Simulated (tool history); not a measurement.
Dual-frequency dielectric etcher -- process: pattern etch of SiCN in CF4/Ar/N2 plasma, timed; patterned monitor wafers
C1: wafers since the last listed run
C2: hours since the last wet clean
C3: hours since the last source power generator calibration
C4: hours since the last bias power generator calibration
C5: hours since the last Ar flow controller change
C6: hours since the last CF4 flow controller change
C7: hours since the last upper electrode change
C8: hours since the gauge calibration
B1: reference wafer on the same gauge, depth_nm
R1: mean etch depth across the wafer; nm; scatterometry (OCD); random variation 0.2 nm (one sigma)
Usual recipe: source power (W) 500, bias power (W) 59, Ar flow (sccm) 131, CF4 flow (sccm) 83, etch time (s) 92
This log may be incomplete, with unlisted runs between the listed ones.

{"run": 1, "hour": 0.0, "source power (W)": 540, "bias power (W)": 59, "Ar flow (sccm)": 131, "CF4 flow (sccm)": 83, "etch time (s)": 92, "C1": 0, "C2": 350.6, "C3": 2044.4, "C4": 0.5, "C5": 1971, "C6": 34.1, "C7": 2033, "C8": 1598.2, "B1": 87.7, "R1": 102.3}
{"run": 2, "hour": 90.3, "source power (W)": 500, "bias power (W)": 59, "Ar flow (sccm)": 131, "CF4 flow (sccm)": 83, "etch time (s)": 92, "C1": 583, "C2": 440.9, "C3": 2134.7, "C4": 90.8, "C5": 2061.3, "C6": 124.4, "C7": 2123.3, "C8": 1688.5, "B1": 87.8, "R1": 94}
{"hour": 150.3, "done": "wet clean of the chamber"}
{"run": 3, "hour": 150.8, "source power (W)": 500, "bias power (W)": 59, "Ar flow (sccm)": 131, "CF4 flow (sccm)": 83, "etch time (s)": 92, "C1": 235, "C2": 0.5, "C3": 2195.2, "C4": 151.3, "C5": 2121.8, "C6": 184.9, "C7": 2183.8, "C8": 1749, "B1": 87.7, "R1": 94.3}
{"hour": 212.6, "done": "upper electrode replaced"}
{"run": 4, "hour": 231.9, "source power (W)": 500, "bias power (W)": 59, "Ar flow (sccm)": 131, "CF4 flow (sccm)": 77, "etch time (s)": 92, "C1": 368, "C2": 81.6, "C3": 2276.3, "C4": 232.4, "C5": 2202.9, "C6": 266, "C7": 19.3, "C8": 1830.1, "B1": 87.8, "R1": 93.5}
{"run": 5, "hour": 290.2, "source power (W)": 400, "bias power (W)": 68, "Ar flow (sccm)": 158, "CF4 flow (sccm)": 83, "etch time (s)": 114.5, "C1": 376, "C2": 139.9, "C3": 2334.6, "C4": 290.7, "C5": 2261.2, "C6": 324.3, "C7": 77.6, "C8": 1888.4, "B1": 87.8, "R1": 97.4}
{"run": 6, "hour": 375.8, "source power (W)": 540, "bias power (W)": 70, "Ar flow (sccm)": 99, "CF4 flow (sccm)": 83, "etch time (s)": 73, "C1": 552, "C2": 225.5, "C3": 2420.2, "C4": 376.3, "C5": 2346.8, "C6": 409.9, "C7": 163.2, "C8": 1974, "B1": 87.7, "R1": 91.4}
{"hour": 417.9, "done": "source power generator calibrated"}
{"hour": 445.9, "done": "gauge calibrated"}
{"run": 7, "hour": 478.1, "source power (W)": 500, "bias power (W)": 59, "Ar flow (sccm)": 131, "CF4 flow (sccm)": 83, "etch time (s)": 92, "C1": 634, "C2": 327.8, "C3": 60.2, "C4": 478.6, "C5": 2449.1, "C6": 512.2, "C7": 265.5, "C8": 32.2, "B1": 86, "R1": 92.7}
{"run": 8, "hour": 533.1, "source power (W)": 500, "bias power (W)": 48, "Ar flow (sccm)": 131, "CF4 flow (sccm)": 83, "etch time (s)": 82.5, "C1": 355, "C2": 382.8, "C3": 115.2, "C4": 533.6, "C5": 2504.1, "C6": 567.2, "C7": 320.5, "C8": 87.2, "B1": 86.2, "R1": 74.3}
{"hour": 581.8, "done": "wet clean of the chamber"}
{"run": 9, "hour": 636.5, "source power (W)": 500, "bias power (W)": 59, "Ar flow (sccm)": 109, "CF4 flow (sccm)": 100, "etch time (s)": 111, "C1": 512, "C2": 54.7, "C3": 218.6, "C4": 637, "C5": 2607.5, "C6": 670.6, "C7": 423.9, "C8": 190.6, "B1": 86.5, "R1": 117.8}
{"run": 10, "hour": 712.3, "source power (W)": 600, "bias power (W)": 59, "Ar flow (sccm)": 131, "CF4 flow (sccm)": 83, "etch time (s)": 92, "C1": 489, "C2": 130.5, "C3": 294.4, "C4": 712.8, "C5": 2683.3, "C6": 746.4, "C7": 499.7, "C8": 266.4, "B1": 86.6, "R1": 112.7}
{"run": 11, "hour": 790.1, "source power (W)": 500, "bias power (W)": 59, "Ar flow (sccm)": 131, "CF4 flow (sccm)": 83, "etch time (s)": 83.5, "C1": 502, "C2": 208.3, "C3": 372.2, "C4": 790.6, "C5": 2761.1, "C6": 824.2, "C7": 577.5, "C8": 344.2, "B1": 86.9, "R1": 84.9}
{"hour": 799.9, "done": "Ar flow controller replaced"}
{"run": 12, "hour": 917.9, "source power (W)": 500, "bias power (W)": 59, "Ar flow (sccm)": 147, "CF4 flow (sccm)": 77, "etch time (s)": 92, "C1": 786, "C2": 336.1, "C3": 500, "C4": 918.4, "C5": 118, "C6": 952, "C7": 705.3, "C8": 472, "B1": 87.1, "R1": 91.5}
{"run": 13, "hour": 1002.4, "source power (W)": 470, "bias power (W)": 59, "Ar flow (sccm)": 131, "CF4 flow (sccm)": 83, "etch time (s)": 92, "C1": 545, "C2": 420.6, "C3": 584.5, "C4": 1002.9, "C5": 202.5, "C6": 1036.5, "C7": 789.8, "C8": 556.5, "B1": 87.3, "R1": 88.1}
{"run": 14, "hour": 1081.2, "source power (W)": 500, "bias power (W)": 59, "Ar flow (sccm)": 131, "CF4 flow (sccm)": 83, "etch time (s)": 92, "C1": 508, "C2": 499.4, "C3": 663.3, "C4": 1081.7, "C5": 281.3, "C6": 1115.3, "C7": 868.6, "C8": 635.3, "B1": 87.3, "R1": 93.8}
{"hour": 1143.2, "done": "wet clean of the chamber"}
{"run": 15, "hour": 1186.3, "source power (W)": 500, "bias power (W)": 59, "Ar flow (sccm)": 131, "CF4 flow (sccm)": 83, "etch time (s)": 92, "C1": 523, "C2": 43.1, "C3": 768.4, "C4": 1186.8, "C5": 386.4, "C6": 1220.4, "C7": 973.7, "C8": 740.4, "B1": 87.4, "R1": 94.3}
{"run": 16, "hour": 1223.8, "source power (W)": 500, "bias power (W)": 59, "Ar flow (sccm)": 113, "CF4 flow (sccm)": 95, "etch time (s)": 92, "C1": 242, "C2": 80.6, "C3": 805.9, "C4": 1224.3, "C5": 423.9, "C6": 1257.9, "C7": 1011.2, "C8": 777.9, "B1": 87.5, "R1": 97.4}

What does the tool deliver on the next run?
{"run": 17, "hour": 1331.6, "source power (W)": 500, "bias power (W)": 59, "Ar flow (sccm)": 131, "CF4 flow (sccm)": 83, "etch time (s)": 92, "C1": 696, "C2": 188.4, "C3": 913.7, "C4": 1332.1, "C5": 531.7, "C6": 1365.7, "C7": 1119, "C8": 885.7, "B1": "?", "R1": "?"}

B1: 87.6
R1: 94.5 nm
Without the tool's hidden state the same run would have given R1 92.6 nm.
